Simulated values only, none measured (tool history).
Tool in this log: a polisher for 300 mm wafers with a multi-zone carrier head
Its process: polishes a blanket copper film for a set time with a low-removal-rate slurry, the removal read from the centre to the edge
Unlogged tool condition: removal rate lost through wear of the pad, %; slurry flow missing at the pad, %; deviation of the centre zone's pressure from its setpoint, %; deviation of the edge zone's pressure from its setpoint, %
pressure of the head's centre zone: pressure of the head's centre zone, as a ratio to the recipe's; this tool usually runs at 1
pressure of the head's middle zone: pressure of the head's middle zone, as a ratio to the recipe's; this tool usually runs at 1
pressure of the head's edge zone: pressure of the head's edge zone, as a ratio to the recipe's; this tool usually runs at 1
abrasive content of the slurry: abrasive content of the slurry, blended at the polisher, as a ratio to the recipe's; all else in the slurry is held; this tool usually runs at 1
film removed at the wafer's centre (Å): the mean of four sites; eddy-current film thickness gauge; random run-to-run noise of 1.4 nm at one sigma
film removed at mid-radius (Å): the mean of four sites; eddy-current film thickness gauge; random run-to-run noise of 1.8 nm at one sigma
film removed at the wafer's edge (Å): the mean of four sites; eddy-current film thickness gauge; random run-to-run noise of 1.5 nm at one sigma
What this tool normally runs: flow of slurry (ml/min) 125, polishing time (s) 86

run   hour  flow of slurry (ml/min)  pressure of the head's centre zone  pressure of the head's middle zone  pressure of the head's edge zone  abrasive content of the slurry  polishing time (s)  wafers since the last listed run  wafers polished on this pad  hours since the slurry nozzle was cleaned  hours since the centre zone pressure was calibrated  hours since the edge zone pressure was calibrated  hours since the carrier head's membrane was replaced  incoming thickness of the incoming film, nm  film removed at the wafer's centre (Å)  film removed at mid-radius (Å)  film removed at the wafer's edge (Å)
  1      0                      125                                   1                                   1                                 1                               1                  86                                 0                          130                                      191.1                                                892.6                                              243.2                                                   301                                        656.8                                    1779                            1864                                  1835
  2   25.9                      125                                   1                                   1                                 1                               1                  86                               240                          370                                        217                                                918.5                                              269.1                                                 326.9                                          648                                    1797                            1899                                  1841
  3   56.8                      125                                   1                                   1                              1.05                               1                  86                               286                          657                                      247.9                                                949.4                                                300                                                 357.8                                        666.4                                    1788                            1888                                  1898
  4   75.5                      125                                   1                                   1                                 1                               1                 109                               173                          830                                      266.6                                                968.1                                              318.7                                                 376.5                                        654.3                                    2275                            2379                                  2374
  5   90.1                      125                                   1                                   1                                 1                               1                 109                               135                          966                                      281.2                                                982.7                                              333.3                                                 391.1                                        666.9                                    2298                            2397                                  2359
     114.8  -- worn pad replaced by a new one
  6  120.3                      125                                   1                                   1                                 1                               1                 109                               243                           51                                      311.4                                               1012.9                                              363.5                                                 421.3                                        651.7                                    2269                            2445                                  2343
     124.5  -- centre zone pressure recalibrated
     127.3  -- edge zone pressure recalibrated
  7  146.7                      125                                   1                                   1                                 1                             1.1                  86                               207                          258                                      337.8                                                 22.2                                               19.4                                                 447.7                                        655.8                                    1917                            1951                                  1918
  8  165.6                      125                                   1                                   1                                 1                             1.1                  86                               175                          434                                      356.7                                                 41.1                                               38.3                                                 466.6                                          645                                    1930                            1944                                  1934
     187.4  -- slurry nozzle cleaned
  9  193.3                      125                                   1                                   1                                 1                             1.1                  86                               247                          681                                        5.9                                                 68.8                                                 66                                                 494.3                                        669.5                                    1900                            1965                                  1928
 10  217.7                      125                                   1                                   1                              1.06                             0.9                  86                               226                          908                                       30.3                                                 93.2                                               90.4                                                 518.7                                        659.4                                    1797                            1830                                  1847
     241.1  -- worn pad replaced by a new one
 11  248.1                      125                                   1                                   1                                 1                               1                  86                               244                           65                                       60.7                                                123.6                                              120.8                                                 549.1                                        666.6                                    1823                            1906                                  1867
     297.7  -- carrier head's membrane replaced by a new one
 12  301.4                      125                                   1                                   1                                 1                               1                  61                               448                          513                                        114                                                176.9                                              174.1                                                   3.7                                        673.2                                    1296                            1353                                  1324
 13  317.3                      125                                   1                                   1                                 1                               1                  86                               147                          660                                      129.9                                                192.8                                                190                                                  19.6                                        665.4                                    1838                            1875                                  1851
 14  352.4                      125                                   1                                   1                                 1                             0.8                  86                               325                          986                                        165                                                227.9                                              225.1                                                  54.7                                        671.5                                    1681                            1748                                  1722
 15  384.7                      125                                   1                                   1                                 1                             0.8                  86                               299                         1286                                      197.3                                                260.2                                              257.4                                                    87                                        660.6                                    1691                            1777                                  1712
       396  -- worn pad replaced by a new one
 16  403.7                      160                                   1                                0.94                                 1                               1                  86                               139                           71                                      216.3                                                279.2                                              276.4                                                   106                                        650.7                                    1915                            1898                                  1922
 17  419.4                      125                                   1                                 0.9                              0.94                               1                  69                               145                          217                                        232                                                294.9                                              292.1                                                 121.7                                        657.1                                    1465                            1386                                  1469
 18  439.4                      125                                   1                                   1                                 1                               1                 109                               185                          402                                        252                                                314.9                                              312.1                                                 141.7                                        666.7                                    2316                            2403                                  2378
 19    473                      125                                   1                                1.05                               1.1                            1.25                 112                               311                          714                                      285.6                                                348.5                                              345.7                                                 175.3                                        673.3                                    2543                            2771                                  2719
     490.7  -- edge zone pressure recalibrated
     535.3  -- worn pad replaced by a new one
 20  551.5                      125                                   1                                   1                                 1                            0.85                  86                               672                          150                                      364.1                                                  427                                               60.8                                                 253.8                                        651.1                                    1710                            1813                                  1764
 21  572.6                      125                                   1                                   1                                 1                               1                  86                               195                          346                                      385.2                                                448.1                                               81.9                                                 274.9                                        658.8                                    1827                            1909                                  1862
     599.7  -- slurry nozzle cleaned
 22  600.2                       85                                   1                                   1                              1.04                             1.1                  86                               246                          593                                        0.5                                                475.7                                              109.5                                                 302.5                                          651                                    1623                            1734                                  1812

Hidden condition of the tool, last listed run before each entry between runs versus first listed run after:
Logged between run 5 and run 6: worn pad replaced by a new one (hour 114.8)
  deviation of the centre zone's pressure from its setpoint, %: -4.37 -> -4.39
  measured minus no-state result, film removed at the wafer's centre (Å): -106 -> -105
Logged between run 6 and run 7: centre zone pressure recalibrated (hour 124.5); edge zone pressure recalibrated (hour 127.3)
  deviation of the centre zone's pressure from its setpoint, %: -4.39 -> -1.09
  measured minus no-state result, film removed at the wafer's centre (Å): -105 -> -22
Logged between run 8 and run 9: slurry nozzle cleaned (hour 187.4)
  deviation of the centre zone's pressure from its setpoint, %: -1.31 -> -1.61
  measured minus no-state result, film removed at the wafer's centre (Å): -26 -> -32
Logged between run 10 and run 11: worn pad replaced by a new one (hour 241.1)
  deviation of the centre zone's pressure from its setpoint, %: -1.85 -> -2.13
  measured minus no-state result, film removed at the wafer's centre (Å): -34 -> -40
Logged between run 11 and run 12: carrier head's membrane replaced by a new one (hour 297.7)
  deviation of the centre zone's pressure from its setpoint, %: -2.13 -> -2.56
  measured minus no-state result, film removed at the wafer's centre (Å): -40 -> -34
Logged between run 15 and run 16: worn pad replaced by a new one (hour 396)
  deviation of the centre zone's pressure from its setpoint, %: -3.1 -> -3.2
  measured minus no-state result, film removed at the wafer's centre (Å): -55 -> -64
Logged between run 19 and run 20: edge zone pressure recalibrated (hour 490.7); worn pad replaced by a new one (hour 535.3)
  deviation of the centre zone's pressure from its setpoint, %: -3.53 -> -3.82
  measured minus no-state result, film removed at the wafer's centre (Å): -94 -> -68
Logged between run 21 and run 22: slurry nozzle cleaned (hour 599.7)
  deviation of the centre zone's pressure from its setpoint, %: -3.89 -> -3.97
  measured minus no-state result, film removed at the wafer's centre (Å): -74 -> -68
